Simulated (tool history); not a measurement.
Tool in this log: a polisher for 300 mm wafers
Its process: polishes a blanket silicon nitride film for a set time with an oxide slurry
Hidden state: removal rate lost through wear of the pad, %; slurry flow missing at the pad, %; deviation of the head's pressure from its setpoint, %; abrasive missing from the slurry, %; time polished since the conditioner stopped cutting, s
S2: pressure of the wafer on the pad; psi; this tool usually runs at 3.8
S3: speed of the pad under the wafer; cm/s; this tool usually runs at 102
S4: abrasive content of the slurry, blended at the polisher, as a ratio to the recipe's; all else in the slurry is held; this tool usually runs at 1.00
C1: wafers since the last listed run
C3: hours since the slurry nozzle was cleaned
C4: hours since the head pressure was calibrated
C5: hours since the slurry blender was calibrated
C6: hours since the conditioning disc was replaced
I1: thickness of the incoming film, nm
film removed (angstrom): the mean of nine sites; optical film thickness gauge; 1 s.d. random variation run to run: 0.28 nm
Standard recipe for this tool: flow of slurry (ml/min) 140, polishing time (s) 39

run 1 hour=0.0 | flow_of_slurry_(ml/min)=140 S2=3.8 S3=102 S4=1.25 polishing_time_(s)=39 | C1=0 wafers_polished_on_this_pad=488 C3=10.2 C4=865.3 C5=142.9 C6=339.0 | I1=604.4 | film_removed_(angstrom)=241
run 2 hour=7.1 | flow_of_slurry_(ml/min)=140 S2=3.8 S3=102 S4=1.00 polishing_time_(s)=31 | C1=84 wafers_polished_on_this_pad=572 C3=17.3 C4=872.4 C5=150.0 C6=346.1 | I1=603.1 | film_removed_(angstrom)=181
run 3 hour=18.1 | flow_of_slurry_(ml/min)=140 S2=3.8 S3=102 S4=1.00 polishing_time_(s)=35 | C1=130 wafers_polished_on_this_pad=703 C3=28.3 C4=883.4 C5=161.0 C6=357.1 | I1=615.6 | film_removed_(angstrom)=203
run 4 hour=35.1 | flow_of_slurry_(ml/min)=140 S2=3.8 S3=102 S4=1.00 polishing_time_(s)=35 | C1=201 wafers_polished_on_this_pad=904 C3=45.3 C4=900.4 C5=178.0 C6=374.1 | I1=607.3 | film_removed_(angstrom)=200
run 5 hour=47.7 | flow_of_slurry_(ml/min)=140 S2=3.8 S3=102 S4=1.00 polishing_time_(s)=44 | C1=149 wafers_polished_on_this_pad=1053 C3=57.9 C4=913.0 C5=190.6 C6=386.7 | I1=621.0 | film_removed_(angstrom)=249
-- hour=52.6 worn pad replaced by a new one
-- hour=62.2 head pressure recalibrated
run 6 hour=62.7 | flow_of_slurry_(ml/min)=140 S2=2.9 S3=102 S4=1.15 polishing_time_(s)=39 | C1=106 wafers_polished_on_this_pad=95 C3=72.9 C4=0.5 C5=205.6 C6=401.7 | I1=616.3 | film_removed_(angstrom)=181
run 7 hour=74.1 | flow_of_slurry_(ml/min)=185 S2=4.3 S3=102 S4=1.30 polishing_time_(s)=45 | C1=135 wafers_polished_on_this_pad=230 C3=84.3 C4=11.9 C5=217.0 C6=413.1 | I1=608.0 | film_removed_(angstrom)=329
run 8 hour=82.5 | flow_of_slurry_(ml/min)=170 S2=3.2 S3=102 S4=0.70 polishing_time_(s)=53 | C1=99 wafers_polished_on_this_pad=330 C3=92.7 C4=20.3 C5=225.4 C6=421.5 | I1=604.5 | film_removed_(angstrom)=234
run 9 hour=94.8 | flow_of_slurry_(ml/min)=140 S2=3.8 S3=102 S4=1.00 polishing_time_(s)=39 | C1=145 wafers_polished_on_this_pad=475 C3=105.0 C4=32.6 C5=237.7 C6=433.8 | I1=608.4 | film_removed_(angstrom)=224
run 10 hour=107.7 | flow_of_slurry_(ml/min)=185 S2=4.3 S3=102 S4=1.30 polishing_time_(s)=45 | C1=152 wafers_polished_on_this_pad=628 C3=117.9 C4=45.5 C5=250.6 C6=446.7 | I1=610.1 | film_removed_(angstrom)=334
run 11 hour=116.5 | flow_of_slurry_(ml/min)=165 S2=3.8 S3=102 S4=1.00 polishing_time_(s)=32 | C1=104 wafers_polished_on_this_pad=732 C3=126.7 C4=54.3 C5=259.4 C6=455.5 | I1=605.4 | film_removed_(angstrom)=189
-- hour=122.4 conditioning disc replaced and pad reconditioned
-- hour=124.8 slurry blender recalibrated
run 12 hour=133.5 | flow_of_slurry_(ml/min)=125 S2=3.8 S3=84 S4=1.20 polishing_time_(s)=28 | C1=153 wafers_polished_on_this_pad=886 C3=143.7 C4=71.3 C5=8.7 C6=11.1 | I1=612.2 | film_removed_(angstrom)=146
-- hour=144.3 worn pad replaced by a new one
run 13 hour=146.6 | flow_of_slurry_(ml/min)=140 S2=3.8 S3=102 S4=1.20 polishing_time_(s)=39 | C1=107 wafers_polished_on_this_pad=26 C3=156.8 C4=84.4 C5=21.8 C6=24.2 | I1=619.1 | film_removed_(angstrom)=238
run 14 hour=156.6 | flow_of_slurry_(ml/min)=140 S2=3.8 S3=102 S4=1.00 polishing_time_(s)=39 | C1=118 wafers_polished_on_this_pad=145 C3=166.8 C4=94.4 C5=31.8 C6=34.2 | I1=601.6 | film_removed_(angstrom)=226
run 15 hour=167.1 | flow_of_slurry_(ml/min)=140 S2=4.6 S3=102 S4=0.75 polishing_time_(s)=45 | C1=124 wafers_polished_on_this_pad=269 C3=177.3 C4=104.9 C5=42.3 C6=44.7 | I1=596.8 | film_removed_(angstrom)=286
run 16 hour=174.1 | flow_of_slurry_(ml/min)=140 S2=3.8 S3=102 S4=1.00 polishing_time_(s)=43 | C1=82 wafers_polished_on_this_pad=352 C3=184.3 C4=111.9 C5=49.3 C6=51.7 | I1=609.4 | film_removed_(angstrom)=250
run 17 hour=191.7 | flow_of_slurry_(ml/min)=140 S2=4.5 S3=102 S4=1.00 polishing_time_(s)=39 | C1=208 wafers_polished_on_this_pad=560 C3=201.9 C4=129.5 C5=66.9 C6=69.3 | I1=607.1 | film_removed_(angstrom)=269
run 18 hour=203.7 | flow_of_slurry_(ml/min)=160 S2=4.3 S3=126 S4=1.00 polishing_time_(s)=39 | C1=142 wafers_polished_on_this_pad=703 C3=213.9 C4=141.5 C5=78.9 C6=81.3 | I1=615.7 | film_removed_(angstrom)=304
run 19 hour=217.7 | flow_of_slurry_(ml/min)=140 S2=3.8 S3=88 S4=1.00 polishing_time_(s)=39 | C1=165 wafers_polished_on_this_pad=868 C3=227.9 C4=155.5 C5=92.9 C6=95.3 | I1=610.9 | film_removed_(angstrom)=198
run 20 hour=234.4 | flow_of_slurry_(ml/min)=140 S2=3.8 S3=134 S4=1.00 polishing_time_(s)=39 | C1=197 wafers_polished_on_this_pad=1066 C3=244.6 C4=172.2 C5=109.6 C6=112.0 | I1=601.5 | film_removed_(angstrom)=276
run 21 hour=247.5 | flow_of_slurry_(ml/min)=140 S2=3.3 S3=102 S4=1.00 polishing_time_(s)=39 | C1=155 wafers_polished_on_this_pad=1221 C3=257.7 C4=185.3 C5=122.7 C6=125.1 | I1=599.1 | film_removed_(angstrom)=197
-- hour=254.2 worn pad replaced by a new one
run 22 hour=263.1 | flow_of_slurry_(ml/min)=115 S2=3.8 S3=126 S4=1.00 polishing_time_(s)=50 | C1=137 wafers_polished_on_this_pad=105 C3=273.3 C4=200.9 C5=138.3 C6=140.7 | I1=600.0 | film_removed_(angstrom)=336
run 23 hour=271.6 | flow_of_slurry_(ml/min)=140 S2=3.8 S3=102 S4=1.00 polishing_time_(s)=39 | C1=100 wafers_polished_on_this_pad=205 C3=281.8 C4=209.4 C5=146.8 C6=149.2 | I1=608.4 | film_removed_(angstrom)=224
run 24 hour=282.6 | flow_of_slurry_(ml/min)=110 S2=3.8 S3=102 S4=1.00 polishing_time_(s)=39 | C1=130 wafers_polished_on_this_pad=335 C3=292.8 C4=220.4 C5=157.8 C6=160.2 | I1=614.6 | film_removed_(angstrom)=219
run 25 hour=289.3 | flow_of_slurry_(ml/min)=115 S2=3.8 S3=126 S4=1.00 polishing_time_(s)=50 | C1=79 wafers_polished_on_this_pad=415 C3=299.5 C4=227.1 C5=164.5 C6=166.9 | I1=608.0 | film_removed_(angstrom)=331
run 26 hour=306.0 | flow_of_slurry_(ml/min)=110 S2=3.8 S3=134 S4=1.00 polishing_time_(s)=39 | C1=197 wafers_polished_on_this_pad=613 C3=316.2 C4=243.8 C5=181.2 C6=183.6 | I1=600.7 | film_removed_(angstrom)=270
run 27 hour=319.6 | flow_of_slurry_(ml/min)=140 S2=3.8 S3=102 S4=1.20 polishing_time_(s)=39 | C1=161 wafers_polished_on_this_pad=774 C3=329.8 C4=257.4 C5=194.8 C6=197.2 | I1=608.8 | film_removed_(angstrom)=244

Here are 3 independent what-if runs from the current tool condition. What would each one return?
run A hour=320.0 | flow_of_slurry_(ml/min)=140 S2=3.8 S3=118 S4=1.00 polishing_time_(s)=39 | C1=4 wafers_polished_on_this_pad=778 C3=330.2 C4=257.8 C5=195.2 C6=197.6 | I1=622.6 | film_removed_(angstrom)=?
run B hour=320.0 | flow_of_slurry_(ml/min)=170 S2=3.8 S3=102 S4=1.00 polishing_time_(s)=39 | C1=4 wafers_polished_on_this_pad=778 C3=330.2 C4=257.8 C5=195.2 C6=197.6 | I1=622.6 | film_removed_(angstrom)=?
run C hour=320.0 | flow_of_slurry_(ml/min)=100 S2=3.8 S3=102 S4=1.15 polishing_time_(s)=52 | C1=4 wafers_polished_on_this_pad=778 C3=330.2 C4=257.8 C5=195.2 C6=197.6 | I1=622.6 | film_removed_(angstrom)=?

run=A film_removed_(angstrom)=248
run=B film_removed_(angstrom)=227
run=C film_removed_(angstrom)=300
What these runs would have given with no unlogged condition in the tool:
run=A film_removed_(angstrom)=248
run=B film_removed_(angstrom)=227
run=C film_removed_(angstrom)=300
